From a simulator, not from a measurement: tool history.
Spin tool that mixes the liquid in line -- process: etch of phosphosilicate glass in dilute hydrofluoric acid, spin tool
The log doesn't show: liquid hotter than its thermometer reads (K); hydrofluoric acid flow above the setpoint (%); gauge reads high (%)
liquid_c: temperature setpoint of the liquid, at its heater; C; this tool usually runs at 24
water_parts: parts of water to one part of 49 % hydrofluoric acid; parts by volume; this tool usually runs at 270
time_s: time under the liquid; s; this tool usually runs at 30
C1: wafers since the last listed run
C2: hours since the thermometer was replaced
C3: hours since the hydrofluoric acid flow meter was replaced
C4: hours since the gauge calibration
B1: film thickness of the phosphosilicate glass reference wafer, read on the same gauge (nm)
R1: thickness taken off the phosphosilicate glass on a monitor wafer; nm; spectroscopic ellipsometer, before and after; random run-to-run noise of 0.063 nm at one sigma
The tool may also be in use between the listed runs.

{"run": 1, "hour": 0.0, "liquid_c": 24, "water_parts": 270, "time_s": 30, "C1": 0, "C2": 717.7, "C3": 539.4, "C4": 155.6, "B1": 99.96, "R1": 9.77}
{"run": 2, "hour": 86.5, "liquid_c": 24, "water_parts": 320, "time_s": 30, "C1": 1045, "C2": 804.2, "C3": 625.9, "C4": 242.1, "B1": 100.01, "R1": 7.86}
{"run": 3, "hour": 143.8, "liquid_c": 24, "water_parts": 320, "time_s": 30, "C1": 692, "C2": 861.5, "C3": 683.2, "C4": 299.4, "B1": 99.98, "R1": 7.86}
{"run": 4, "hour": 262.3, "liquid_c": 24, "water_parts": 270, "time_s": 30, "C1": 1431, "C2": 980, "C3": 801.7, "C4": 417.9, "B1": 100.04, "R1": 9.92}
{"run": 5, "hour": 314.8, "liquid_c": 24, "water_parts": 270, "time_s": 15, "C1": 634, "C2": 1032.5, "C3": 854.2, "C4": 470.4, "B1": 99.97, "R1": 4.98}
{"run": 6, "hour": 357.2, "liquid_c": 22, "water_parts": 270, "time_s": 30, "C1": 512, "C2": 1074.9, "C3": 896.6, "C4": 512.8, "B1": 100.01, "R1": 9.31}
{"run": 7, "hour": 435.6, "liquid_c": 24, "water_parts": 345, "time_s": 25, "C1": 947, "C2": 1153.3, "C3": 975, "C4": 591.2, "B1": 99.98, "R1": 6.03}
{"run": 8, "hour": 508.5, "liquid_c": 24, "water_parts": 345, "time_s": 25, "C1": 880, "C2": 1226.2, "C3": 1047.9, "C4": 664.1, "B1": 99.93, "R1": 6.09}
{"hour": 589.7, "done": "thermometer replaced"}
{"run": 9, "hour": 610.6, "liquid_c": 24, "water_parts": 345, "time_s": 25, "C1": 1221, "C2": 20.9, "C3": 1150, "C4": 766.2, "B1": 100.05, "R1": 5.63}
{"run": 10, "hour": 673.2, "liquid_c": 24, "water_parts": 270, "time_s": 30, "C1": 756, "C2": 83.5, "C3": 1212.6, "C4": 828.8, "B1": 100.01, "R1": 9.29}
{"run": 11, "hour": 732.4, "liquid_c": 24, "water_parts": 270, "time_s": 30, "C1": 715, "C2": 142.7, "C3": 1271.8, "C4": 888, "B1": 100.02, "R1": 9.3}
{"run": 12, "hour": 838.1, "liquid_c": 24, "water_parts": 270, "time_s": 30, "C1": 1277, "C2": 248.4, "C3": 1377.5, "C4": 993.7, "B1": 100.02, "R1": 9.41}
{"run": 13, "hour": 935.8, "liquid_c": 24, "water_parts": 270, "time_s": 25, "C1": 1180, "C2": 346.1, "C3": 1475.2, "C4": 1091.4, "B1": 99.98, "R1": 7.95}
{"run": 14, "hour": 1193.8, "liquid_c": 24, "water_parts": 270, "time_s": 25, "C1": 3117, "C2": 604.1, "C3": 1733.2, "C4": 1349.4, "B1": 100.03, "R1": 7.98}
{"hour": 1223.8, "done": "gauge calibrated"}
{"run": 15, "hour": 1260.6, "liquid_c": 25.5, "water_parts": 270, "time_s": 30, "C1": 807, "C2": 670.9, "C3": 1800, "C4": 36.8, "B1": 99.99, "R1": 10.26}
{"hour": 1333.8, "done": "hydrofluoric acid flow meter replaced"}
{"run": 16, "hour": 1335.2, "liquid_c": 24, "water_parts": 270, "time_s": 30, "C1": 889, "C2": 745.5, "C3": 1.4, "C4": 111.4, "B1": 100.04, "R1": 9.68}
{"run": 17, "hour": 1441.8, "liquid_c": 27, "water_parts": 345, "time_s": 30, "C1": 1287, "C2": 852.1, "C3": 108, "C4": 218, "B1": 100, "R1": 7.77}
{"run": 18, "hour": 1760.6, "liquid_c": 21, "water_parts": 365, "time_s": 45, "C1": 3851, "C2": 1170.9, "C3": 426.8, "C4": 536.8, "B1": 100.01, "R1": 9.08}
{"run": 19, "hour": 1814.2, "liquid_c": 24, "water_parts": 345, "time_s": 40, "C1": 647, "C2": 1224.5, "C3": 480.4, "C4": 590.4, "B1": 99.99, "R1": 9.53}
{"hour": 1842.3, "done": "thermometer replaced"}
{"run": 20, "hour": 1860.5, "liquid_c": 24, "water_parts": 165, "time_s": 30, "C1": 547, "C2": 18.2, "C3": 526.7, "C4": 636.7, "B1": 100.02, "R1": 16.81}
{"run": 21, "hour": 1926.3, "liquid_c": 24, "water_parts": 270, "time_s": 30, "C1": 794, "C2": 84, "C3": 592.5, "C4": 702.5, "B1": 100, "R1": 9.27}
{"run": 22, "hour": 1988.8, "liquid_c": 27, "water_parts": 270, "time_s": 30, "C1": 755, "C2": 146.5, "C3": 655, "C4": 765, "B1": 100.03, "R1": 10.35}
{"run": 23, "hour": 2059.3, "liquid_c": 28, "water_parts": 270, "time_s": 30, "C1": 851, "C2": 217, "C3": 725.5, "C4": 835.5, "B1": 100.01, "R1": 10.67}
{"run": 24, "hour": 2130.8, "liquid_c": 24, "water_parts": 270, "time_s": 30, "C1": 863, "C2": 288.5, "C3": 797, "C4": 907, "B1": 100.04, "R1": 9.42}
{"run": 25, "hour": 2179.5, "liquid_c": 28, "water_parts": 380, "time_s": 15, "C1": 588, "C2": 337.2, "C3": 845.7, "C4": 955.7, "B1": 100, "R1": 3.4}
{"run": 26, "hour": 2257.6, "liquid_c": 24, "water_parts": 310, "time_s": 15, "C1": 943, "C2": 415.3, "C3": 923.8, "C4": 1033.8, "B1": 100.05, "R1": 3.99}

The next listed run, before its measurement:
{"run": 27, "hour": 2363.1, "liquid_c": 24, "water_parts": 315, "time_s": 40, "C1": 1274, "C2": 520.8, "C3": 1029.3, "C4": 1139.3, "B1": "?", "R1": "?"}

B1: 99.99
R1: 10.46 nm
Were there no unlogged condition in the tool, this run, its random variation unchanged, would have produced R1 10.06 nm.
